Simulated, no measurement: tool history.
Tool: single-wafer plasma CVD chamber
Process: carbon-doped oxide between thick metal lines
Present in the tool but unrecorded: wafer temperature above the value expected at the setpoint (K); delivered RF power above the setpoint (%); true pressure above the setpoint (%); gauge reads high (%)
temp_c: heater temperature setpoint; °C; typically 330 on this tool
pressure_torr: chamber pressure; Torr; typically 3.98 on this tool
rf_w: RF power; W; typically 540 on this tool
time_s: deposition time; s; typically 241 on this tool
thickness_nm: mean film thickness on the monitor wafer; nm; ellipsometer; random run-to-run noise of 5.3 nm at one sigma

run    day  temp_c  pressure_torr  rf_w  time_s  wafers since the last listed run  hours since the last thermocouple change  hours since the last RF generator calibration  hours since the last manometer calibration  hours since the showerhead was replaced  hours since the gauge calibration  read-back reference wafer on the same gauge, thickness_nm  thickness_nm
  1      0     330           3.98   615     241                                 0                                    2081.1                                         2002.7                                      2309.1                                   5693.9                               46.1                                                   1219.738      1420.974
  2  0.346     330           3.98   615     241                                46                                    2089.4                                           2011                                      2317.4                                   5702.2                               54.4                                                    1219.75      1447.016
  3  0.696     330           3.98   540     276                                46                                    2097.8                                         2019.4                                      2325.8                                   5710.6                               62.8                                                   1220.608      1526.915
  4  0.979     319           3.98   475     241                                37                                    2104.6                                         2026.2                                      2332.6                                   5717.4                               69.6                                                   1219.366      1292.075
  5  1.712     319           3.98   475     241                                98                                    2122.2                                         2043.8                                      2350.2                                     5735                               87.2                                                   1220.392      1289.641
  6  2.146     319           3.98   475     241                                58                                    2132.6                                         2054.2                                      2360.6                                   5745.4                               97.6                                                   1218.765      1293.137
     2.854  -- RF generator calibrated
     3.125  -- thermocouple changed; heater temperature recalibrated
  7  3.146     330           3.98   540     254                                53                                       0.5                                              7                                      2384.6                                   5769.4                              121.6                                                   1220.429       1408.53
  8  3.162     330           3.19   480     241                                 2                                       0.9                                            7.4                                        2385                                   5769.8                                122                                                   1221.409      1228.981
     3.879  -- gauge calibrated
         4  -- showerhead replaced
  9  4.612     330           3.98   540     254                               149                                      35.7                                           42.2                                      2419.8                                     14.7                               17.6                                                   1218.632      1413.488
 10  5.183     330           3.98   540     241                                76                                      49.4                                           55.9                                      2433.5                                     28.4                               31.3                                                   1220.637      1336.936
     5.796  -- capacitance manometer re-zeroed and calibrated
 11    5.9     330           4.95   540     241                                51                                      66.6                                           73.1                                         2.5                                     45.6                               48.5                                                   1218.496      1374.844
 12    6.4     335           3.71   500     218                                66                                      78.6                                           85.1                                        14.5                                     57.6                               60.5                                                   1219.372      1141.876
 13  6.721     320           3.98   485     241                                42                                      86.3                                           92.8                                        22.2                                     65.3                               68.2                                                    1219.56      1301.803
 14  7.404     316           3.98   505     241                                91                                     102.7                                          109.2                                        38.6                                     81.7                               84.6                                                   1219.058      1348.553

For each run, what was the tool's unlogged condition?
wafer temperature above the value expected at the setpoint (K): 0 in every run
delivered RF power above the setpoint (%): 0 in every run
true pressure above the setpoint (%): 0 in every run
gauge reads high (%): 0 in every run
